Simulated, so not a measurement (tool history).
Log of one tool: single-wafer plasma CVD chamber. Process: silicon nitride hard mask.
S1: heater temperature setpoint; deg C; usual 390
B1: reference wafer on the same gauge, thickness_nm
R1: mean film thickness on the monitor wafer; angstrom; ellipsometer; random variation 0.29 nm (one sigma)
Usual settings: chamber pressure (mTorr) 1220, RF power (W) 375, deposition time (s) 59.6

run 1 hour=0.0 | S1=390 chamber_pressure_(mTorr)=1400 RF_power_(W)=375 deposition_time_(s)=59.6 | B1=73.884 | R1=666.18
run 2 hour=35.9 | S1=390 chamber_pressure_(mTorr)=1400 RF_power_(W)=375 deposition_time_(s)=59.6 | B1=73.803 | R1=668.64
-- hour=71.2 capacitance manometer re-zeroed and calibrated
run 3 hour=71.7 | S1=390 chamber_pressure_(mTorr)=1220 RF_power_(W)=375 deposition_time_(s)=59.6 | B1=73.717 | R1=658.43
run 4 hour=92.6 | S1=390 chamber_pressure_(mTorr)=1220 RF_power_(W)=375 deposition_time_(s)=59.6 | B1=73.890 | R1=655.89
run 5 hour=113.7 | S1=390 chamber_pressure_(mTorr)=1220 RF_power_(W)=375 deposition_time_(s)=59.6 | B1=73.762 | R1=657.29
run 6 hour=145.6 | S1=400 chamber_pressure_(mTorr)=1220 RF_power_(W)=375 deposition_time_(s)=59.6 | B1=73.674 | R1=657.10
run 7 hour=160.1 | S1=400 chamber_pressure_(mTorr)=1220 RF_power_(W)=375 deposition_time_(s)=59.6 | B1=73.918 | R1=654.05
run 8 hour=192.0 | S1=400 chamber_pressure_(mTorr)=1220 RF_power_(W)=375 deposition_time_(s)=59.6 | B1=73.933 | R1=652.49
run 9 hour=215.1 | S1=390 chamber_pressure_(mTorr)=1220 RF_power_(W)=375 deposition_time_(s)=59.6 | B1=73.907 | R1=661.02
-- hour=235.0 thermocouple changed; heater temperature recalibrated
run 10 hour=235.5 | S1=390 chamber_pressure_(mTorr)=1220 RF_power_(W)=375 deposition_time_(s)=59.6 | B1=73.794 | R1=652.95
run 11 hour=249.4 | S1=385 chamber_pressure_(mTorr)=1220 RF_power_(W)=375 deposition_time_(s)=53.8 | B1=73.722 | R1=594.60
run 12 hour=269.5 | S1=397 chamber_pressure_(mTorr)=1220 RF_power_(W)=375 deposition_time_(s)=59.6 | B1=73.592 | R1=651.73
run 13 hour=281.7 | S1=399 chamber_pressure_(mTorr)=1310 RF_power_(W)=375 deposition_time_(s)=47.8 | B1=73.826 | R1=532.15
run 14 hour=308.0 | S1=390 chamber_pressure_(mTorr)=1220 RF_power_(W)=375 deposition_time_(s)=59.6 | B1=73.836 | R1=654.69
-- hour=323.3 gauge calibrated
-- hour=335.6 RF generator calibrated
run 15 hour=338.9 | S1=390 chamber_pressure_(mTorr)=1220 RF_power_(W)=375 deposition_time_(s)=59.6 | B1=73.766 | R1=661.49
run 16 hour=372.1 | S1=405 chamber_pressure_(mTorr)=1220 RF_power_(W)=375 deposition_time_(s)=59.6 | B1=73.839 | R1=652.15
run 17 hour=403.8 | S1=390 chamber_pressure_(mTorr)=1220 RF_power_(W)=330 deposition_time_(s)=68.7 | B1=73.856 | R1=684.38
run 18 hour=423.6 | S1=399 chamber_pressure_(mTorr)=1220 RF_power_(W)=420 deposition_time_(s)=59.6 | B1=73.803 | R1=703.57
-- hour=455.9 showerhead replaced, of another model than before
run 19 hour=456.3 | S1=404 chamber_pressure_(mTorr)=1220 RF_power_(W)=325 deposition_time_(s)=66.8 | B1=73.796 | R1=686.70
run 20 hour=488.2 | S1=390 chamber_pressure_(mTorr)=1220 RF_power_(W)=400 deposition_time_(s)=59.6 | B1=73.737 | R1=673.19
run 21 hour=500.8 | S1=390 chamber_pressure_(mTorr)=1220 RF_power_(W)=330 deposition_time_(s)=59.6 | B1=73.791 | R1=624.93
run 22 hour=529.3 | S1=390 chamber_pressure_(mTorr)=1220 RF_power_(W)=375 deposition_time_(s)=59.6 | B1=73.870 | R1=662.00
run 23 hour=546.4 | S1=402 chamber_pressure_(mTorr)=1220 RF_power_(W)=340 deposition_time_(s)=49.5 | B1=73.798 | R1=521.19
run 24 hour=579.8 | S1=398 chamber_pressure_(mTorr)=1220 RF_power_(W)=340 deposition_time_(s)=55.5 | B1=73.721 | R1=580.47

The next listed run, before its measurement:
run 25 hour=593.5 | S1=390 chamber_pressure_(mTorr)=1220 RF_power_(W)=375 deposition_time_(s)=59.6 | B1=? | R1=?

{"run 25": {"B1": 73.791, "R1": 657.13}}
Without the tool's hidden state the same run would have given R1 660.80 angstrom.
